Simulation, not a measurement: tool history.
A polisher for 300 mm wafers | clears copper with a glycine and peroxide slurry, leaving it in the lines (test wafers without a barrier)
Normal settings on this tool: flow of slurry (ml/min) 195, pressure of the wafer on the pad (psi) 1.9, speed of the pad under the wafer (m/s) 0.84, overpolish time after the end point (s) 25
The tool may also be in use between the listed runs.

run	hour	flow of slurry (ml/min)	pressure of the wafer on the pad (psi)	speed of the pad under the wafer (m/s)	overpolish time after the end point (s)	incoming thickness of the incoming film, nm	time until the end point was called (s)	dishing of a wide line in a test structure (angstrom)
1	0	140	1.9	0.84	25	281.3	85.9	591
2	45.4	140	1.9	0.84	25	284.8	89.9	617
3	116	195	1.9	0.84	25	281.8	80.2	626
4	172.8	195	1.9	0.84	25	282.2	83.6	641
5	210.9	195	1.9	0.84	25	289.2	84.3	624
6	243.5	195	1.9	0.84	25	285.3	87.8	632
7	301.5	195	1.9	0.84	25	291.1	78	663
8	340.9	195	1.9	0.84	25	284.9	79.5	692
9	371.9	195	1.9	0.84	25	281.1	75.2	682
10	485.2	195	1.9	0.84	25	285.1	78.7	667
11	531.3	195	1.9	0.84	25	290.6	82.7	657
12	575.6	195	1.9	0.84	25	286.4	82.9	648
13	644.3	195	1.9	0.84	25	288.4	84.5	605
14	681.4	195	1.9	0.84	25	285.9	83.7	594
15	707.8	195	1.9	0.84	25	289	85.6	648
16	761	195	1.9	0.84	25	283	75.1	663
17	829.1	195	1.9	0.74	25	284.6	81.4	652
18	853.8	245	1.9	0.84	25	289.3	75.7	682
19	922.2	225	1.9	0.92	25	280.2	74.5	683
20	1084.9	260	1.9	0.84	25	285.1	75.9	660
21	1120.7	215	2.5	0.84	20	289.2	67.3	671
22	1186.3	195	1.9	0.84	25	280.1	84.8	604
23	1369.7	220	1.9	0.66	25	289.4	91.1	603
24	1424.7	215	2.5	0.84	20	284.3	63.3	656
25	1489.2	195	1.6	0.84	25	282.2	92.9	595
26	1555.6	195	2.2	0.84	25	284.7	73.8	719
27	1595.2	140	1.9	0.84	25	282.5	94.1	564
28	1809	195	1.9	0.84	25	280.2	75.5	640
29	1869.5	195	1.9	0.56	25	283.6	95.4	569
30	1935.2	160	1.9	0.74	25	284.3	89.1	613
31	1991.2	195	1.9	1.08	34	287.2	70.4	878
32	2057.2	155	1.9	0.84	25	284.3	86.3	618

Put back what was entered between runs (12 entries, withheld): which listed runs does each sit between, and how does the hidden state differ from the listed run before to the listed run after?
Run 3 -> run 4: head pressure recalibrated (hour 140.4)
  slurry flow missing at the pad, %: 30.5 -> 35
  measured less the result without the state, time until the end point was called (s): +5.2 -> +6.7; dishing of a wide line in a test structure (angstrom): -32 -> -42
Run 6 -> run 7: slurry nozzle cleaned (hour 256.8)
  slurry flow missing at the pad, %: 40.7 -> 3.82
  measured less the result without the state, time until the end point was called (s): +8.9 -> +0.4; dishing of a wide line in a test structure (angstrom): -54 -> -3
Run 8 -> run 9: worn pad replaced by a new one (hour 369.7)
  slurry flow missing at the pad, %: 6.95 -> 9.42
  measured less the result without the state, time until the end point was called (s): +0.8 -> +1.2; dishing of a wide line in a test structure (angstrom): -6 -> -8
Run 15 -> run 16: slurry nozzle cleaned (hour 718.1); head pressure recalibrated (hour 725.9)
  slurry flow missing at the pad, %: 36.1 -> 5.51
  measured less the result without the state, time until the end point was called (s): +7.2 -> +0.7; dishing of a wide line in a test structure (angstrom): -45 -> -5
Run 16 -> run 17: worn pad replaced by a new one (hour 800.4)
  slurry flow missing at the pad, %: 5.51 -> 10.9
  measured less the result without the state, time until the end point was called (s): +0.7 -> +1.5; dishing of a wide line in a test structure (angstrom): -5 -> -10
Run 22 -> run 23: slurry nozzle cleaned (hour 1207.5); worn pad replaced by a new one (hour 1267); head pressure recalibrated (hour 1282)
  slurry flow missing at the pad, %: 39.3 -> 18
  measured less the result without the state, time until the end point was called (s): +8.2 -> +2.6; dishing of a wide line in a test structure (angstrom): -48 -> -14
Run 27 -> run 28: slurry nozzle cleaned (hour 1686.5); worn pad replaced by a new one (hour 1724.8)
  slurry flow missing at the pad, %: 35.9 -> 10.9
  measured less the result without the state, time until the end point was called (s): +10.7 -> +1.3; dishing of a wide line in a test structure (angstrom): -56 -> -9
Run 29 -> run 30: head pressure recalibrated (hour 1930.9)
  slurry flow missing at the pad, %: 15.7 -> 20.9
  measured less the result without the state, time until the end point was called (s): +2.6 -> +4.2; dishing of a wide line in a test structure (angstrom): -13 -> -24

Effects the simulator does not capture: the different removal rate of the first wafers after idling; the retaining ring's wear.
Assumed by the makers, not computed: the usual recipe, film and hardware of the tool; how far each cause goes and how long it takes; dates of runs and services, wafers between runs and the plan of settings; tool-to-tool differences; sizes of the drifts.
